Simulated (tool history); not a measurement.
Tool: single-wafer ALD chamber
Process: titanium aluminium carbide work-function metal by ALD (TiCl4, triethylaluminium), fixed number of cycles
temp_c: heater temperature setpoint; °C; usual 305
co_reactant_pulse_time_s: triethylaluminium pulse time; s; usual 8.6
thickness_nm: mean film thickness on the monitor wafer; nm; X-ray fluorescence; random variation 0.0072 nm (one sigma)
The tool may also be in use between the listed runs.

run	day	temp_c	co_reactant_pulse_time_s	wafers since the last listed run	hours since the last thermocouple change	hours since the last triethylaluminium bottle change	hours since the showerhead was replaced	hours since the gauge calibration	read-back reference wafer on the same gauge, thickness_nm	thickness_nm
1	0	305	8.6	0	1870.2	945.6	6898.7	147.7	1.969	1.89
2	0.554	305	6.84	142	1883.5	958.9	6912	161	1.971	1.808
3	1.233	305	6.84	174	1899.8	975.2	6928.3	177.3	1.97	1.79
# day 1.246: gauge calibrated
4	1.733	305	6.84	128	1911.8	987.2	6940.3	11.7	1.971	1.79
5	2.338	305	6.13	155	1926.3	1001.7	6954.8	26.2	1.97	1.74
# day 3.167: triethylaluminium bottle replaced
# day 3.333: thermocouple changed; heater temperature recalibrated
6	3.354	305	6.13	132	0.5	4.5	6979.2	50.6	1.97	1.634
7	3.608	305	6.13	65	6.6	10.6	6985.3	56.7	1.973	1.614
8	3.871	305	8.6	67	12.9	16.9	6991.6	63	1.969	1.777
9	4.458	305	8.6	151	27	31	7005.7	77.1	1.971	1.794
# day 5.096: triethylaluminium bottle replaced, repeated, since the last time left the tool worse
10	5.117	305	8.6	83	42.8	0.5	7021.5	92.9	1.972	1.996
11	5.175	290	10.63	15	44.2	1.9	7022.9	94.3	1.97	1.92
12	5.754	293	8.6	148	58.1	15.8	7036.8	108.2	1.971	1.905
13	6.054	320	9.81	77	65.3	23	7044	115.4	1.971	2.133
# day 6.688: showerhead replaced
14	7.246	314	8.6	220	93.9	51.6	13.4	144	1.971	2.057
15	7.604	291	9.94	92	102.5	60.2	22	152.6	1.969	1.919
# day 7.921: gauge calibrated
16	8.096	305	8.6	126	114.3	72	33.8	4.2	1.972	1.994
17	8.692	305	8.6	153	128.6	86.3	48.1	18.5	1.969	1.993
18	9.233	301	6.14	139	141.6	99.3	61.1	31.5	1.972	1.848
19	9.929	300	8.6	178	158.3	116	77.8	48.2	1.969	1.949
20	10.188	291	8.6	66	164.5	122.2	84	54.4	1.972	1.874

3 ways to go on from here, each from the tool as it stands after run 20. What would each give?
A	10.204	305	8.6	4	164.9	122.6	84.4	54.8	?	?
B	10.204	305	11.28	4	164.9	122.6	84.4	54.8	?	?
C	10.204	318	7.18	4	164.9	122.6	84.4	54.8	?	?

run	read-back reference wafer on the same gauge, thickness_nm	thickness_nm
A	1.971	1.99
B	1.971	2.052
C	1.971	2.028
Without the tool's hidden state the same runs would have given:
run	thickness_nm
A	2.003
B	2.06
C	2.047
